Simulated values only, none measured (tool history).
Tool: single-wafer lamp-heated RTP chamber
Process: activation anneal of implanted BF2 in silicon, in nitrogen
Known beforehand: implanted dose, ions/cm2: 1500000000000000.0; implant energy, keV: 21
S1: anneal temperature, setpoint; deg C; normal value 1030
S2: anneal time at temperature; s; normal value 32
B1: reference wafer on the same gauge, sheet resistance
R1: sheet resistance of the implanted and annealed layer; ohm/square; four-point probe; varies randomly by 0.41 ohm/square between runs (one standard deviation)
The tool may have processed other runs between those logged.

Run 1, hour 0.0: usual settings but S1 1008 deg C; B1 131.07. Result: R1 133.44 ohm/square.
Run 2, hour 12.1: usual settings but S2 23 s; B1 131.12. Result: R1 122.79 ohm/square.
Run 3, hour 20.5: usual settings; B1 131.13. Result: R1 115.99 ohm/square.
Run 4, hour 36.9: usual settings; B1 130.99. Result: R1 115.91 ohm/square.
Run 5, hour 45.7: usual settings; B1 130.90. Result: R1 114.99 ohm/square.
At hour 93.2: pyrometer window cleaned and pyrometer calibrated.
Run 6, hour 98.9: usual settings; B1 130.94. Result: R1 123.11 ohm/square.
At hour 98.9: gauge calibrated.
Run 7, hour 107.1: usual settings; B1 131.01. Result: R1 122.68 ohm/square.
Run 8, hour 120.9: usual settings; B1 130.93. Result: R1 122.11 ohm/square.
Run 9, hour 131.5: usual settings; B1 131.00. Result: R1 120.90 ohm/square.
Run 10, hour 145.0: usual settings but S2 24 s; B1 131.04. Result: R1 125.38 ohm/square.
At hour 159.6: reflector plate cleaned.
Run 11, hour 160.1: usual settings but S1 1049 deg C, S2 19 s; B1 130.92. Result: R1 122.22 ohm/square.
Run 12, hour 169.5: usual settings; B1 130.98. Result: R1 125.14 ohm/square.
Run 13, hour 182.8: usual settings but S1 1053 deg C, S2 41 s; B1 130.96. Result: R1 103.25 ohm/square.
Run 14, hour 190.8: usual settings; B1 130.96. Result: R1 123.47 ohm/square.
Run 15, hour 198.7: usual settings but S1 1050 deg C, S2 14 s; B1 130.97. Result: R1 125.91 ohm/square.
Run 16, hour 206.4: usual settings but S1 1006 deg C, S2 41 s; B1 131.02. Result: R1 139.16 ohm/square.
Run 17, hour 227.7: usual settings but S1 1008 deg C, S2 51 s; B1 130.86. Result: R1 131.11 ohm/square.
Run 18, hour 236.6: usual settings but S1 1056 deg C; B1 131.06. Result: R1 105.03 ohm/square.
Run 19, hour 244.0: usual settings; B1 130.92. Result: R1 122.91 ohm/square.

Alternative continuations, all from the tool just after run 19; predict every row:
Run A, hour 244.4: usual settings; B1 ?. Result: R1 ?.
Run B, hour 244.4: usual settings but S1 1049 deg C; B1 ?. Result: R1 ?.
Run C, hour 244.4: usual settings but S1 1048 deg C, S2 49 s; B1 ?. Result: R1 ?.

run      B1      R1
  A  130.95  122.97
  B  130.95  109.21
  C  130.95  101.34
What these runs would have given with no unlogged condition in the tool:
run      R1
  A  129.61
  B  115.44
  C  106.81
